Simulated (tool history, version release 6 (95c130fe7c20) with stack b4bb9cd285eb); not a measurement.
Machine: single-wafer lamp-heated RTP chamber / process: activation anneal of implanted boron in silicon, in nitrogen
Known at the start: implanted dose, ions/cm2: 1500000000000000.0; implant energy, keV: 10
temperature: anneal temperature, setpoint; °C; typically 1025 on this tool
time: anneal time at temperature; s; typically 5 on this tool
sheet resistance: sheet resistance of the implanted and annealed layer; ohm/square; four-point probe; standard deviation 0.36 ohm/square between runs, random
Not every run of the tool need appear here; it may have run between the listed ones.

run	hour	temperature	time	wafers since the last listed run	wafers since the last pyrometer calibration	wafers since the reflector plate was cleaned	hours since the gauge calibration	read-back reference wafer on the same gauge, sheet resistance	sheet resistance
1	0	1025	3	0	3542	8538	58.3	114.97	130.94
2	14.7	1032	5	175	3718	8714	73	114.92	125.23
3	32.3	1025	5	210	3928	8925	90.6	114.98	127.37
4	47.3	1025	5	179	4108	9104	105.6	115.02	126.9
5	73.9	1025	5	318	4426	9422	132.2	114.99	127.32
6	100.3	1025	5	315	4741	9738	158.6	114.84	126.7
7	115.4	1002	5	180	4922	9918	173.7	115.06	137.5
8	140.4	1037	6	298	5221	10217	198.7	115.19	120.38
9	167.8	1037	6	327	5548	10545	226.1	115.03	119.7
10	184.4	1014	7	198	5747	10743	242.7	114.97	126.91
# hour 212.3: pyrometer window cleaned and pyrometer calibrated
11	212.8	1025	5	243	5	10987	271.1	115.04	129.36
12	243.6	1025	7	368	374	11355	301.9	115.04	126.6
13	256.7	1025	7	156	530	11512	315	114.88	126.76
14	291.5	1025	5	416	946	11928	349.8	115.01	129.64
# hour 316.7: reflector plate cleaned
15	317.2	1025	8	211	1158	6	375.5	115.04	125.28
# hour 320.2: gauge calibrated
16	330.4	1051	7	157	1316	164	10.2	114.97	117.37
17	360.7	1044	5	362	1678	526	40.5	114.93	122.21
18	375.5	1025	5	176	1855	703	55.3	114.84	129.34
19	391.9	1013	8	196	2051	899	71.7	114.99	130.93

Run 20 has not been measured yet. What should we expect?
20	427.1	1044	3	420	2472	1320	106.9	?	?

read-back reference wafer on the same gauge, sheet resistance: 114.99
sheet resistance: 124.27 ohm/square
Minus the tool's unlogged condition, the same run would have read sheet resistance 125.1 ohm/square.

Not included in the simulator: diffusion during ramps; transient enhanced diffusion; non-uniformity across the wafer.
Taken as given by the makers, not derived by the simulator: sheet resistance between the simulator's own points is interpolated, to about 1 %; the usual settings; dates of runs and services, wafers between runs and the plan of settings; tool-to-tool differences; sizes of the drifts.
